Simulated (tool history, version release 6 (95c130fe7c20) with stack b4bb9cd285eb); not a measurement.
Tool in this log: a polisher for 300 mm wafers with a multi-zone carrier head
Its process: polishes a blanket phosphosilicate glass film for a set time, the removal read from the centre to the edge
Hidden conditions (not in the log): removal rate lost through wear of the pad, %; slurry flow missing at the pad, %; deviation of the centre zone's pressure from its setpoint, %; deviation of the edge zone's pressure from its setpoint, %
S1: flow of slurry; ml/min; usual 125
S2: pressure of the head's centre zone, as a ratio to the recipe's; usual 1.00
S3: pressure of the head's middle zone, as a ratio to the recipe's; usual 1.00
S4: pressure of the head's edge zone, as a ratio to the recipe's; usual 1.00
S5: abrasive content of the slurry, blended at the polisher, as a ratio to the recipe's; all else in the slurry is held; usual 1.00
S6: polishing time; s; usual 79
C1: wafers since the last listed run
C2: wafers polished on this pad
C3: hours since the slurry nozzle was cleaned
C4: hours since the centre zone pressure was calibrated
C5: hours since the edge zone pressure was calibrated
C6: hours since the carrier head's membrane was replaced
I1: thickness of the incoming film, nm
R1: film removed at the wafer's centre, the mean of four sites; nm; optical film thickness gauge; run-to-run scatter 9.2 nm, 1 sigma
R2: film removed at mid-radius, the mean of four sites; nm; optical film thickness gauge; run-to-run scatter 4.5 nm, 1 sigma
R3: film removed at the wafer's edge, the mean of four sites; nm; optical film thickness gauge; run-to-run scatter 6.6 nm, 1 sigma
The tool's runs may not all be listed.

run	hour	S1	S2	S3	S4	S5	S6	C1	C2	C3	C4	C5	C6	I1	R1	R2	R3
1	0.0	125	1.00	1.00	1.00	1.00	79	0	1979	298.5	234.1	1352.7	829.1	3251.7	665.4	675.7	680.7
# hour 78.4: edge zone pressure recalibrated
# hour 95.5: worn pad replaced by a new one
# hour 280.4: slurry nozzle cleaned
2	309.5	125	1.00	1.00	1.00	1.00	79	2221	1564	29.1	543.6	231.1	1138.6	3201.7	702.4	681.7	666.9
# hour 336.2: carrier head's membrane replaced by a new one
3	388.8	125	1.00	1.00	1.00	1.00	79	545	2109	108.4	622.9	310.4	52.6	3231.3	726.0	683.2	676.6
# hour 418.3: centre zone pressure recalibrated
# hour 483.3: worn pad replaced by a new one
4	484.8	125	1.00	1.00	1.00	1.00	79	661	10	204.4	66.5	406.4	148.6	3208.1	658.4	670.4	687.1
5	583.6	125	1.00	1.00	1.00	1.00	79	725	736	303.2	165.3	505.2	247.4	3239.7	664.5	677.8	670.6
6	638.7	125	1.00	1.05	1.00	1.00	61	404	1141	358.3	220.4	560.3	302.5	3189.5	518.1	549.7	522.8
7	746.5	125	1.00	1.05	1.00	1.00	61	791	1933	466.1	328.2	668.1	410.3	3236.0	535.3	547.8	530.2
8	848.5	125	1.00	1.00	1.00	1.00	79	749	2682	568.1	430.2	770.1	512.3	3316.6	690.9	680.0	682.3
# hour 858.6: slurry nozzle cleaned
# hour 885.4: worn pad replaced by a new one
9	954.6	125	1.00	1.00	1.00	1.00	79	742	508	96.0	536.3	876.2	618.4	3229.5	701.2	675.6	676.9
# hour 1022.9: centre zone pressure recalibrated
10	1048.1	125	1.00	1.00	1.00	1.00	79	672	1180	189.5	25.2	969.7	711.9	3293.8	654.2	682.1	682.8
11	1113.3	125	1.00	1.00	0.95	1.20	79	478	1659	254.7	90.4	1034.9	777.1	3265.9	707.7	737.1	723.3
12	1202.0	125	1.00	1.00	1.05	1.10	69	651	2310	343.4	179.1	1123.6	865.8	3234.4	614.8	632.3	631.2
# hour 1269.6: edge zone pressure recalibrated
# hour 1278.7: worn pad replaced by a new one
13	1291.2	125	1.00	1.00	1.11	1.00	79	611	92	432.6	268.3	21.6	955.0	3234.6	671.5	683.8	711.5
14	1359.8	125	1.09	1.00	1.10	1.00	79	503	595	501.2	336.9	90.2	1023.6	3227.3	750.8	679.5	707.3
# hour 1423.2: carrier head's membrane replaced by a new one
# hour 1451.4: slurry nozzle cleaned
15	1462.9	125	1.00	1.00	1.00	1.00	79	713	1309	11.5	440.0	193.3	39.7	3250.1	670.3	681.0	670.3
16	1538.9	100	1.00	1.00	1.00	1.00	79	558	1867	87.5	516.0	269.3	115.7	3231.8	671.4	661.7	661.5
# hour 1623.3: worn pad replaced by a new one
17	1624.7	105	1.00	0.95	0.91	1.00	102	600	9	173.3	601.8	355.1	201.5	3238.0	890.7	818.1	814.3
# hour 1719.7: centre zone pressure recalibrated
18	1730.8	170	1.00	1.00	1.07	1.00	79	764	774	279.4	11.1	461.2	307.6	3238.3	688.5	702.2	713.4
19	1827.4	125	1.05	1.00	1.00	1.15	79	709	1483	376.0	107.7	557.8	404.2	3218.8	772.8	726.6	723.2
20	1880.9	125	1.00	1.00	1.00	1.00	79	392	1876	429.5	161.2	611.3	457.7	3281.4	687.0	673.4	676.5

Run 21, settings as shown, results not yet in. Your forecast:
21	1932.2	125	1.09	1.00	1.10	1.00	79	376	2253	480.8	212.5	662.6	509.0	3214.3	?	?	?

R1: 734.9 nm
R2: 680.3 nm
R3: 693.9 nm
Were there no unlogged condition in the tool, this run, its random variation unchanged, would have produced R1 716.3 nm, R2 680.4 nm, R3 693.9 nm.

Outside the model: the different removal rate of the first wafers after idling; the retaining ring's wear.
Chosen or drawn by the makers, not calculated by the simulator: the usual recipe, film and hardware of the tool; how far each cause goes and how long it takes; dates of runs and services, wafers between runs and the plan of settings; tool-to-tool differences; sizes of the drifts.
